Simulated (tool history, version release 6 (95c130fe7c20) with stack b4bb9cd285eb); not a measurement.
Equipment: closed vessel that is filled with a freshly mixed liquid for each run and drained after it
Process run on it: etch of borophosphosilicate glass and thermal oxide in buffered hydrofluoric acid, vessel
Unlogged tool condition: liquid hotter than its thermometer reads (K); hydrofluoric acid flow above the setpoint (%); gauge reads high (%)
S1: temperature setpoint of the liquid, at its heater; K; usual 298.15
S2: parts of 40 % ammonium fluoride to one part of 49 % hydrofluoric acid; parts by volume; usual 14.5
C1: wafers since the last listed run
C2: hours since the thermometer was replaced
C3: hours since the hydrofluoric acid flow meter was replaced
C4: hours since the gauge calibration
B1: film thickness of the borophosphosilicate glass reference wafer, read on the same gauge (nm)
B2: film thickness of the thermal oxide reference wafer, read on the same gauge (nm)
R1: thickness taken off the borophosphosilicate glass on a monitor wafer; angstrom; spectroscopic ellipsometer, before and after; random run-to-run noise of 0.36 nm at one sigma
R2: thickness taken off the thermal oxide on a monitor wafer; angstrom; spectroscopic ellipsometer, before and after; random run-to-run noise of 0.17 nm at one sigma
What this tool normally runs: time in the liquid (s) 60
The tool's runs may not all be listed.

Run 1, hour 0.0: usual settings but S1 296.65 K, time in the liquid (s) 35; C1 0; C2 246.5; C3 1805.8; C4 161.5; B1 100.01; B2 109.99. Result: R1 453.1 angstrom, R2 263.7 angstrom.
Run 2, hour 36.4: usual settings; C1 5263; C2 282.9; C3 1842.2; C4 197.9; B1 100.00; B2 110.01. Result: R1 838.4 angstrom, R2 490.2 angstrom.
Run 3, hour 139.2: usual settings; C1 14865; C2 385.7; C3 1945.0; C4 300.7; B1 99.99; B2 109.99. Result: R1 850.2 angstrom, R2 494.1 angstrom.
Run 4, hour 209.8: usual settings; C1 10209; C2 456.3; C3 2015.6; C4 371.3; B1 100.02; B2 109.98. Result: R1 859.4 angstrom, R2 499.7 angstrom.
Run 5, hour 352.6: usual settings; C1 20650; C2 599.1; C3 2158.4; C4 514.1; B1 100.00; B2 110.00. Result: R1 861.0 angstrom, R2 502.9 angstrom.
Run 6, hour 399.9: usual settings but S1 295.65 K, time in the liquid (s) 80; C1 6840; C2 646.4; C3 2205.7; C4 561.4; B1 99.98; B2 110.01. Result: R1 1008.0 angstrom, R2 589.8 angstrom.
At hour 442.6: thermometer replaced.
Run 7, hour 455.8: usual settings but time in the liquid (s) 45; C1 7939; C2 13.2; C3 2261.6; C4 617.3; B1 99.97; B2 109.99. Result: R1 611.2 angstrom, R2 360.4 angstrom.
Run 8, hour 525.1: usual settings but S1 295.65 K, S2 18.5 parts by volume, time in the liquid (s) 75; C1 10021; C2 82.5; C3 2330.9; C4 686.6; B1 100.01; B2 110.01. Result: R1 704.6 angstrom, R2 409.6 angstrom.
Run 9, hour 560.0: usual settings; C1 5046; C2 117.4; C3 2365.8; C4 721.5; B1 100.02; B2 110.00. Result: R1 822.9 angstrom, R2 482.9 angstrom.
Run 10, hour 590.1: usual settings but S2 20.5 parts by volume; C1 4352; C2 147.5; C3 2395.9; C4 751.6; B1 100.00; B2 110.00. Result: R1 593.2 angstrom, R2 347.2 angstrom.
Run 11, hour 643.1: usual settings; C1 7664; C2 200.5; C3 2448.9; C4 804.6; B1 100.01; B2 110.01. Result: R1 832.3 angstrom, R2 486.5 angstrom.
At hour 681.5: hydrofluoric acid flow meter replaced.
Run 12, hour 710.9: usual settings but S1 301.65 K, S2 20.5 parts by volume, time in the liquid (s) 35; C1 9659; C2 268.3; C3 29.4; C4 872.4; B1 99.98; B2 110.00. Result: R1 422.0 angstrom, R2 246.9 angstrom.
Run 13, hour 743.9: usual settings but time in the liquid (s) 30; C1 4772; C2 301.3; C3 62.4; C4 905.4; B1 100.01; B2 110.00. Result: R1 413.6 angstrom, R2 245.4 angstrom.

What will run 14 give?
Run 14, hour 793.5: usual settings but S1 294.15 K, S2 16.5 parts by volume, time in the liquid (s) 90; C1 7172; C2 350.9; C3 112.0; C4 955.0; B1 ?; B2 ?. Result: R1 ?, R2 ?.

B1: 100.00
B2: 110.01
R1: 890.7 angstrom
R2: 526.3 angstrom
Were there no unlogged condition in the tool, this run, its random variation unchanged, would have produced R1 858.0 angstrom, R2 506.8 angstrom.
